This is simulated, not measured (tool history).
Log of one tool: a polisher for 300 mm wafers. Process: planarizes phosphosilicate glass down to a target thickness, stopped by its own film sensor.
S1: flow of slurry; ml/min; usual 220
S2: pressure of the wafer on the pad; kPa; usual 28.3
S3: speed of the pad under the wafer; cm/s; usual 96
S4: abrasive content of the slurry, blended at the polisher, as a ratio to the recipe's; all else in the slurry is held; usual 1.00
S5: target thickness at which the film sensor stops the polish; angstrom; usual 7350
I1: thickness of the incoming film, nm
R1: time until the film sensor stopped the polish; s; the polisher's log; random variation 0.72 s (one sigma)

run,day,S1,S2,S3,S4,S5,I1,R1
1,0.000,220,28.3,96,1.00,7350,1438.5,83.9
2,2.017,220,28.3,96,1.00,7350,1451.4,86.8
3,6.075,220,28.3,96,1.00,7350,1466.1,89.4
4,7.588,220,28.3,96,1.00,7350,1438.8,86.8
# day 8.896: slurry blender recalibrated, repeated, since the last time left the tool worse
# day 9.079: head pressure recalibrated
5,11.204,220,28.3,96,1.00,7350,1438.8,73.5
# day 13.292: worn pad replaced by a new one
# day 13.604: slurry nozzle cleaned
6,14.279,220,28.3,96,1.00,7350,1443.5,74.2
7,16.146,240,28.3,96,1.00,8400,1444.8,62.9
# day 19.612: conditioning disc replaced and pad reconditioned
8,20.633,220,25.5,96,1.25,5640,1452.2,93.6
9,24.704,220,28.3,96,1.00,7350,1464.0,79.2
10,27.400,240,28.3,96,1.00,8400,1467.5,67.0
11,31.717,220,28.3,96,1.00,7350,1452.4,78.6
# day 32.462: head pressure recalibrated
# day 33.612: slurry blender recalibrated
12,35.912,155,22.8,96,1.00,7350,1479.0,94.9
13,37.938,220,20.7,108,0.80,7350,1440.5,93.7
# day 38.575: worn pad replaced by a new one
14,40.933,185,28.3,96,0.90,5280,1427.5,100.9
# day 43.012: slurry nozzle cleaned
# day 43.862: conditioning disc replaced and pad reconditioned
15,44.550,220,28.3,96,1.00,9090,1434.8,56.6
16,55.671,220,28.3,112,1.00,8440,1440.5,59.8
# day 57.300: slurry blender recalibrated
17,57.362,185,28.3,96,1.00,7350,1457.4,76.1
# day 57.479: head pressure recalibrated
18,59.362,220,28.3,96,1.00,7350,1456.8,75.5
# day 62.392: worn pad replaced by a new one
19,62.929,220,28.3,96,1.00,7350,1437.8,73.9
20,65.458,170,21.4,96,1.00,7350,1468.4,95.5
# day 66.408: conditioning disc replaced and pad reconditioned
21,67.217,220,28.3,96,1.00,9290,1449.3,55.4
22,71.308,220,28.3,96,1.00,7350,1459.2,77.4
# day 72.700: slurry nozzle cleaned
23,73.788,220,28.3,96,1.00,7350,1437.1,75.7
24,77.512,150,28.3,96,0.90,7350,1440.4,83.2
# day 78.288: head pressure recalibrated
25,80.846,220,28.3,96,1.00,8750,1441.4,63.2

Forecast each of these 4 alternatives for the next run:
A,80.867,220,28.3,74,1.00,7350,1453.9,?
B,80.867,220,32.4,96,1.00,9680,1453.9,?
C,80.867,220,28.3,96,0.90,9660,1453.9,?
D,80.867,245,28.3,96,1.00,6540,1453.9,?

run,R1
A,92.8
B,48.6
C,56.5
D,87.7
Without the tool's hidden state the same runs would have given:
run,R1
A,86.9
B,45.5
C,52.8
D,82.1
